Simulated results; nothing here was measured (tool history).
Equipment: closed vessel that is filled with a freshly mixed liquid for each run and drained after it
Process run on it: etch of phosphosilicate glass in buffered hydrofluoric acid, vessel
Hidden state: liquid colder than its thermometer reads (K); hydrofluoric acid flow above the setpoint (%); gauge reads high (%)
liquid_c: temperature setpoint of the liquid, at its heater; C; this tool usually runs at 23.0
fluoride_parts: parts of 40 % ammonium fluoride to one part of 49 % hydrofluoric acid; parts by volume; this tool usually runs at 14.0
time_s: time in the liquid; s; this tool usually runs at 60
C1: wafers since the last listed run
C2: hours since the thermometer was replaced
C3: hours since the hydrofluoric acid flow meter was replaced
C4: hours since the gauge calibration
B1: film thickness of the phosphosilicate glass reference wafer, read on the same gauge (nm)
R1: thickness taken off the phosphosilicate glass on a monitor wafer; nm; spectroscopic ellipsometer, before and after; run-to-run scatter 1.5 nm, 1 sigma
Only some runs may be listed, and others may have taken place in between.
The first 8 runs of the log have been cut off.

Run 9, hour 258.4: usual settings; C1 4349; C2 1908.7; C3 2381.1; C4 692.4; B1 29.96. Result: R1 182.18 nm.
At hour 269.4: thermometer replaced.
Run 10, hour 284.4: usual settings; C1 3063; C2 15.0; C3 2407.1; C4 718.4; B1 29.99. Result: R1 205.89 nm.
Run 11, hour 369.7: usual settings; C1 10451; C2 100.3; C3 2492.4; C4 803.7; B1 30.01. Result: R1 208.38 nm.
Run 12, hour 398.1: usual settings but time_s 45 s; C1 3479; C2 128.7; C3 2520.8; C4 832.1; B1 30.00. Result: R1 152.36 nm.
Run 13, hour 423.3: usual settings; C1 3087; C2 153.9; C3 2546.0; C4 857.3; B1 29.98. Result: R1 206.63 nm.
At hour 460.3: hydrofluoric acid flow meter replaced.
Run 14, hour 476.1: usual settings; C1 6347; C2 206.7; C3 15.8; C4 910.1; B1 30.01. Result: R1 179.94 nm.
Run 15, hour 511.3: usual settings but fluoride_parts 11.5 parts by volume; C1 4313; C2 241.9; C3 51.0; C4 945.3; B1 29.97. Result: R1 217.43 nm.
Run 16, hour 527.0: usual settings but liquid_c 25.5 C, fluoride_parts 17.5 parts by volume; C1 1923; C2 257.6; C3 66.7; C4 961.0; B1 29.99. Result: R1 168.00 nm.
Run 17, hour 550.5: usual settings but fluoride_parts 19.0 parts by volume; C1 2879; C2 281.1; C3 90.2; C4 984.5; B1 30.01. Result: R1 134.68 nm.
Run 18, hour 618.6: usual settings but liquid_c 20.0 C, time_s 95 s; C1 8344; C2 349.2; C3 158.3; C4 1052.6; B1 29.98. Result: R1 244.70 nm.
Run 19, hour 638.0: usual settings; C1 2377; C2 368.6; C3 177.7; C4 1072.0; B1 30.03. Result: R1 182.96 nm.
Run 20, hour 668.2: usual settings but liquid_c 21.0 C, fluoride_parts 10.5 parts by volume, time_s 80 s; C1 3700; C2 398.8; C3 207.9; C4 1102.2; B1 29.99. Result: R1 289.26 nm.
Run 21, hour 697.9: usual settings; C1 3639; C2 428.5; C3 237.6; C4 1131.9; B1 30.01. Result: R1 182.47 nm.
At hour 704.3: gauge calibrated.
Run 22, hour 733.1: usual settings but liquid_c 24.5 C, fluoride_parts 8.5 parts by volume, time_s 50 s; C1 4313; C2 463.7; C3 272.8; C4 28.8; B1 30.01. Result: R1 260.51 nm.
Run 23, hour 762.4: usual settings; C1 3590; C2 493.0; C3 302.1; C4 58.1; B1 29.98. Result: R1 178.88 nm.
Run 24, hour 792.3: usual settings but fluoride_parts 15.5 parts by volume, time_s 90 s; C1 3663; C2 522.9; C3 332.0; C4 88.0; B1 30.00. Result: R1 245.95 nm.
Run 25, hour 811.5: usual settings but liquid_c 27.0 C; C1 2352; C2 542.1; C3 351.2; C4 107.2; B1 29.98. Result: R1 225.74 nm.
Run 26, hour 841.0: usual settings; C1 3614; C2 571.6; C3 380.7; C4 136.7; B1 29.99. Result: R1 181.20 nm.

What will run 27 give?
Run 27, hour 855.5: usual settings; C1 1776; C2 586.1; C3 395.2; C4 151.2; B1 ?. Result: R1 ?.

{"run 27": {"B1": 30.02, "R1": 182.69}}
Without the tool's hidden state the same run would have given R1 186.24 nm.
